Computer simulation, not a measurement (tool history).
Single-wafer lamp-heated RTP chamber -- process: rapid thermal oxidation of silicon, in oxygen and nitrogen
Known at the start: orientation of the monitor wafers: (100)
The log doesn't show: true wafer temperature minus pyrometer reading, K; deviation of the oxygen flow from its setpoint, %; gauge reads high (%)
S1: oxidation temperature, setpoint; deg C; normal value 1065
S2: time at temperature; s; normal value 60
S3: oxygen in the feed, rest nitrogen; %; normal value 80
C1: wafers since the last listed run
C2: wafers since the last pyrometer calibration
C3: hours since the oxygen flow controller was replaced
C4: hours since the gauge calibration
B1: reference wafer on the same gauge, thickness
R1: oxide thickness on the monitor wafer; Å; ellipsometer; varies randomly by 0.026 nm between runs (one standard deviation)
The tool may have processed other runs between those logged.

run 1 hour=0.0 | S1=1065 S2=60 S3=80 | C1=0 C2=3392 C3=2840.4 C4=804.1 | B1=7.630 | R1=93.61
run 2 hour=42.3 | S1=1065 S2=77 S3=80 | C1=570 C2=3963 C3=2882.7 C4=846.4 | B1=7.629 | R1=105.15
run 3 hour=144.7 | S1=1065 S2=77 S3=80 | C1=1381 C2=5344 C3=2985.1 C4=948.8 | B1=7.630 | R1=105.53
-- hour=166.6 pyrometer window cleaned and pyrometer calibrated
run 4 hour=230.3 | S1=1065 S2=77 S3=80 | C1=1046 C2=858 C3=3070.7 C4=1034.4 | B1=7.630 | R1=103.97
run 5 hour=311.5 | S1=1049 S2=60 S3=80 | C1=1095 C2=1953 C3=3151.9 C4=1115.6 | B1=7.628 | R1=84.33
run 6 hour=388.9 | S1=1065 S2=60 S3=80 | C1=1043 C2=2997 C3=3229.3 C4=1193.0 | B1=7.624 | R1=93.99
run 7 hour=452.0 | S1=1065 S2=60 S3=80 | C1=851 C2=3848 C3=3292.4 C4=1256.1 | B1=7.631 | R1=94.07
run 8 hour=506.7 | S1=1065 S2=60 S3=80 | C1=737 C2=4586 C3=3347.1 C4=1310.8 | B1=7.632 | R1=93.95
-- hour=570.1 pyrometer window cleaned and pyrometer calibrated
run 9 hour=613.4 | S1=1065 S2=49 S3=80 | C1=1331 C2=583 C3=3453.8 C4=1417.5 | B1=7.631 | R1=85.33
run 10 hour=671.3 | S1=1065 S2=49 S3=80 | C1=780 C2=1364 C3=3511.7 C4=1475.4 | B1=7.633 | R1=84.80
-- hour=761.7 oxygen flow controller replaced
run 11 hour=776.7 | S1=1065 S2=49 S3=80 | C1=1313 C2=2678 C3=15.0 C4=1580.8 | B1=7.635 | R1=84.84
run 12 hour=856.9 | S1=1065 S2=60 S3=80 | C1=1081 C2=3760 C3=95.2 C4=1661.0 | B1=7.629 | R1=93.47
run 13 hour=949.7 | S1=1089 S2=33 S3=64 | C1=1251 C2=5011 C3=188.0 C4=1753.8 | B1=7.628 | R1=77.91
-- hour=974.1 pyrometer window cleaned and pyrometer calibrated
run 14 hour=1035.2 | S1=1057 S2=60 S3=53 | C1=1045 C2=824 C3=273.5 C4=1839.3 | B1=7.633 | R1=76.10
run 15 hour=1123.0 | S1=1065 S2=33 S3=80 | C1=1184 C2=2008 C3=361.3 C4=1927.1 | B1=7.629 | R1=71.66
run 16 hour=1214.2 | S1=1065 S2=90 S3=80 | C1=1230 C2=3238 C3=452.5 C4=2018.3 | B1=7.630 | R1=112.16
run 17 hour=1297.1 | S1=1086 S2=60 S3=80 | C1=1118 C2=4356 C3=535.4 C4=2101.2 | B1=7.633 | R1=108.38
-- hour=1367.5 pyrometer window cleaned and pyrometer calibrated
run 18 hour=1394.8 | S1=1065 S2=60 S3=80 | C1=1209 C2=367 C3=633.1 C4=2198.9 | B1=7.633 | R1=92.72
-- hour=1413.4 gauge calibrated
run 19 hour=1473.9 | S1=1036 S2=41 S3=62 | C1=1066 C2=1434 C3=712.2 C4=60.5 | B1=7.633 | R1=59.22

Predict the results of run 20:
run 20 hour=1553.8 | S1=1065 S2=35 S3=80 | C1=1077 C2=2512 C3=792.1 C4=140.4 | B1=? | R1=?

B1: 7.633
R1: 73.77 Å
Take away the tool's hidden state, keep the run-to-run variation as it was, and the same run would have given R1 73.44 Å.

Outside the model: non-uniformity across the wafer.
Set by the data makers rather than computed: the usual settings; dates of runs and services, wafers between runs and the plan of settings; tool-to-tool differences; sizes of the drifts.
